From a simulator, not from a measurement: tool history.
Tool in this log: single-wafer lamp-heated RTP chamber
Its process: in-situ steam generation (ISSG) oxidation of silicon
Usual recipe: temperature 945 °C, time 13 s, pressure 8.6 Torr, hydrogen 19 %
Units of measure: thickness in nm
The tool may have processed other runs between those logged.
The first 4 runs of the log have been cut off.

| run | day | temperature | time | pressure | hydrogen | read-back reference wafer on the same gauge, thickness | thickness |
|---|---|---|---|---|---|---|---|
|  | 4.062 | pressure gauge zeroed |
| 5 | 4.083 | 945 | 13 | 8.6 | 19 | 3.585 | 3.849 |
| 6 | 4.679 | 945 | 13 | 8.6 | 19 | 3.59 | 3.837 |
| 7 | 5.354 | 962 | 13 | 9.8 | 19 | 3.591 | 3.944 |
| 8 | 6.183 | 956 | 13 | 8.6 | 19 | 3.593 | 3.95 |
| 9 | 7.362 | 945 | 13 | 8.6 | 19 | 3.593 | 3.84 |
| 10 | 8.392 | 945 | 13 | 8.6 | 19 | 3.599 | 3.848 |
| 11 | 9.217 | 945 | 13 | 8.6 | 19 | 3.606 | 3.862 |
| 12 | 10.175 | 937 | 9 | 8.6 | 19 | 3.607 | 3.319 |
| 13 | 11.158 | 945 | 13 | 8.6 | 19 | 3.607 | 3.861 |
| 14 | 12.088 | 945 | 11 | 8.6 | 13 | 3.614 | 3.315 |
|  | 13.283 | pyrometer window cleaned and pyrometer calibrated |
| 15 | 13.304 | 945 | 11 | 10 | 19 | 3.621 | 3.566 |
| 16 | 14.267 | 945 | 13 | 8.6 | 19 | 3.619 | 3.89 |
| 17 | 15.479 | 945 | 13 | 7.2 | 27 | 3.623 | 4.262 |
| 18 | 16.296 | 945 | 16 | 8.6 | 15 | 3.626 | 3.98 |
| 19 | 17.229 | 945 | 13 | 8.6 | 19 | 3.628 | 3.889 |
| 20 | 18.546 | 945 | 9 | 7.5 | 19 | 3.631 | 3.399 |
| 21 | 19.162 | 928 | 8 | 8 | 12 | 3.632 | 2.825 |
| 22 | 20.25 | 945 | 13 | 8.6 | 19 | 3.637 | 3.892 |
| 23 | 21.167 | 945 | 16 | 8.6 | 19 | 3.646 | 4.196 |
| 24 | 21.717 | 937 | 13 | 8.6 | 19 | 3.643 | 3.806 |

Run 25 has not been measured yet. What should we expect?
| 25 | 22.229 | 956 | 13 | 8.6 | 16 | ? | ? |

read-back reference wafer on the same gauge, thickness: 3.647
thickness: 3.871 nm
Without the tool's hidden state the same run would have given thickness 3.801 nm.
